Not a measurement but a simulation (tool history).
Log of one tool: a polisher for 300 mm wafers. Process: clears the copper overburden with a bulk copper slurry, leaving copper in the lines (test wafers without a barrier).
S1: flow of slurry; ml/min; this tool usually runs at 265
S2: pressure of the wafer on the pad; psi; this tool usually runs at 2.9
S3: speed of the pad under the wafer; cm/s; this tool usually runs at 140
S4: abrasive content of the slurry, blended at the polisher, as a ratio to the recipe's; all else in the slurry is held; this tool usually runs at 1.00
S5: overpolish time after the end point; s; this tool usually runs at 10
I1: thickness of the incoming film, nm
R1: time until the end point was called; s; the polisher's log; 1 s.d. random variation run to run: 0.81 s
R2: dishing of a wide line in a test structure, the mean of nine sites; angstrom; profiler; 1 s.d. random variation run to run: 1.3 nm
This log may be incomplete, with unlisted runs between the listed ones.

| run | day | S1 | S2 | S3 | S4 | S5 | I1 | R1 | R2 |
|---|---|---|---|---|---|---|---|---|---|
| 1 | 0.000 | 265 | 2.9 | 168 | 1.00 | 8 | 873.5 | 49.7 | 638 |
|  | 2.971 | worn pad replaced by a new one |
| 2 | 3.833 | 265 | 2.9 | 168 | 1.00 | 8 | 876.0 | 46.2 | 664 |
| 3 | 6.529 | 265 | 2.9 | 140 | 1.00 | 10 | 871.6 | 54.0 | 705 |
|  | 8.854 | slurry nozzle cleaned |
| 4 | 8.875 | 265 | 2.9 | 140 | 1.00 | 10 | 870.8 | 53.8 | 697 |
| 5 | 11.629 | 265 | 2.9 | 140 | 1.00 | 10 | 879.0 | 54.7 | 727 |
|  | 13.204 | slurry blender recalibrated |
| 6 | 15.450 | 265 | 2.9 | 140 | 1.00 | 10 | 879.1 | 54.8 | 691 |
|  | 27.129 | worn pad replaced by a new one |
| 7 | 28.333 | 265 | 2.9 | 140 | 1.00 | 10 | 860.7 | 50.3 | 725 |
|  | 30.538 | slurry nozzle cleaned |
| 8 | 30.758 | 265 | 2.9 | 140 | 1.00 | 6 | 865.3 | 51.0 | 526 |
|  | 34.408 | head pressure recalibrated |
| 9 | 34.467 | 265 | 2.9 | 140 | 1.00 | 6 | 876.0 | 60.6 | 460 |
| 10 | 36.508 | 265 | 2.9 | 140 | 1.00 | 10 | 877.2 | 59.9 | 649 |
| 11 | 39.525 | 265 | 2.9 | 140 | 1.00 | 10 | 891.2 | 61.4 | 649 |
|  | 40.458 | slurry blender recalibrated |
| 12 | 42.379 | 300 | 2.9 | 140 | 1.00 | 10 | 896.1 | 59.9 | 647 |
| 13 | 46.712 | 265 | 2.9 | 140 | 1.00 | 10 | 880.0 | 60.4 | 649 |
| 14 | 49.175 | 265 | 2.9 | 140 | 1.00 | 10 | 869.8 | 59.3 | 674 |
|  | 50.371 | worn pad replaced by a new one |
|  | 52.100 | slurry nozzle cleaned |
| 15 | 52.825 | 300 | 2.9 | 140 | 1.10 | 10 | 877.3 | 53.9 | 693 |
| 16 | 55.821 | 265 | 2.9 | 104 | 1.00 | 10 | 874.6 | 72.4 | 591 |
| 17 | 58.446 | 265 | 2.3 | 140 | 1.00 | 5 | 869.5 | 70.4 | 349 |
| 18 | 60.517 | 265 | 2.6 | 168 | 1.00 | 10 | 885.1 | 54.6 | 674 |
| 19 | 63.671 | 265 | 2.9 | 180 | 1.20 | 10 | 882.4 | 46.3 | 780 |
|  | 64.429 | slurry blender recalibrated |
| 20 | 65.958 | 265 | 2.9 | 104 | 1.00 | 10 | 883.2 | 73.1 | 590 |
| 21 | 67.967 | 300 | 2.9 | 140 | 1.10 | 10 | 881.3 | 56.6 | 705 |
|  | 74.912 | worn pad replaced by a new one |
| 22 | 78.633 | 265 | 2.1 | 140 | 1.00 | 10 | 887.2 | 73.7 | 551 |
|  | 80.404 | slurry nozzle cleaned |
| 23 | 80.929 | 335 | 2.9 | 140 | 1.00 | 10 | 878.2 | 53.3 | 733 |
| 24 | 84.338 | 265 | 2.9 | 140 | 1.00 | 10 | 882.4 | 54.0 | 712 |
|  | 84.900 | head pressure recalibrated |
|  | 89.517 | slurry blender recalibrated |
| 25 | 91.704 | 265 | 2.6 | 140 | 0.70 | 10 | 866.2 | 67.2 | 576 |
| 26 | 94.804 | 345 | 2.9 | 122 | 1.20 | 16 | 867.5 | 61.7 | 816 |
|  | 98.658 | worn pad replaced by a new one |
| 27 | 99.079 | 180 | 2.3 | 140 | 1.00 | 10 | 888.3 | 74.9 | 580 |
| 28 | 102.212 | 265 | 2.9 | 140 | 1.10 | 10 | 893.8 | 55.8 | 700 |

Here are 4 independent what-if runs from the current tool condition. What would each one return?
| A | 102.229 | 265 | 2.9 | 140 | 0.80 | 10 | 887.9 | ? | ? |
| B | 102.229 | 265 | 2.9 | 140 | 1.25 | 10 | 887.9 | ? | ? |
| C | 102.229 | 330 | 3.8 | 96 | 1.00 | 10 | 887.9 | ? | ? |
| D | 102.229 | 265 | 2.9 | 156 | 1.00 | 4 | 887.9 | ? | ? |

| run | R1 | R2 |
|---|---|---|
| A | 57.7 | 671 |
| B | 54.1 | 696 |
| C | 55.7 | 714 |
| D | 51.3 | 385 |
Without the tool's hidden state the same runs would have given:
| run | R1 | R2 |
|---|---|---|
| A | 58.4 | 662 |
| B | 54.8 | 686 |
| C | 56.3 | 705 |
| D | 51.9 | 380 |

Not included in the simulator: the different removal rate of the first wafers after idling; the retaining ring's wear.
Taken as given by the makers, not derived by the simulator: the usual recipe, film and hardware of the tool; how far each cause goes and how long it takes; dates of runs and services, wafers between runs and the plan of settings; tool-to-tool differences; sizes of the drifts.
